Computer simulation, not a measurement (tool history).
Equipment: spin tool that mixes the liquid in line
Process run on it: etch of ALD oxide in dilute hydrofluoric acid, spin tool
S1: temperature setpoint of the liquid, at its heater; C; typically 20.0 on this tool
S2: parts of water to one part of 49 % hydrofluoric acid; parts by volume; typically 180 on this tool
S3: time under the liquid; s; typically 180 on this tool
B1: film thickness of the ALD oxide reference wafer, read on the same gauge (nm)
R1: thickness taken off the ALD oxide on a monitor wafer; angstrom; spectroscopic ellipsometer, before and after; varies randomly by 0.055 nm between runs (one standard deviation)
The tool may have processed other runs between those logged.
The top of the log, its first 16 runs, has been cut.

run	hour	S1	S2	S3	B1	R1
17	328.4	24.0	140	90	70.00	121.2
18	343.6	24.0	140	145	70.01	195.4
19	365.6	18.0	245	270	69.99	149.7
20	388.7	17.0	215	105	69.97	65.3
21	481.6	20.0	155	180	70.00	185.1
22	508.0	22.0	155	95	70.02	105.8
23	538.6	17.0	215	280	70.01	173.6
24	573.6	17.0	180	145	69.99	111.6
25	591.2	20.0	210	180	70.00	129.8
26	607.1	24.5	240	220	70.01	158.7
# hour 618.0: gauge calibrated
27	619.7	20.0	100	180	70.00	305.6
28	634.6	17.0	180	180	70.01	138.2
29	654.2	20.0	180	180	69.98	156.1
30	689.4	17.0	265	210	70.00	102.3
31	702.6	20.0	180	180	70.01	155.9
32	714.6	20.0	180	180	70.01	156.7
33	743.1	20.0	180	180	69.98	156.5
34	802.8	20.0	115	180	70.00	262.8
35	817.7	18.0	180	180	70.00	144.5

Forecast each of these 4 alternatives for the next run:
A	818.2	20.0	180	180	?	?
B	818.2	24.0	255	115	?	?
C	818.2	17.0	105	100	?	?
D	818.2	21.5	265	250	?	?

run	B1	R1
A	70.00	156.3
B	70.00	76.0
C	70.00	142.1
D	70.00	143.8
Without the tool's unlogged condition, the same runs would have read:
run	R1
A	153.5
B	74.5
C	139.7
D	141.0

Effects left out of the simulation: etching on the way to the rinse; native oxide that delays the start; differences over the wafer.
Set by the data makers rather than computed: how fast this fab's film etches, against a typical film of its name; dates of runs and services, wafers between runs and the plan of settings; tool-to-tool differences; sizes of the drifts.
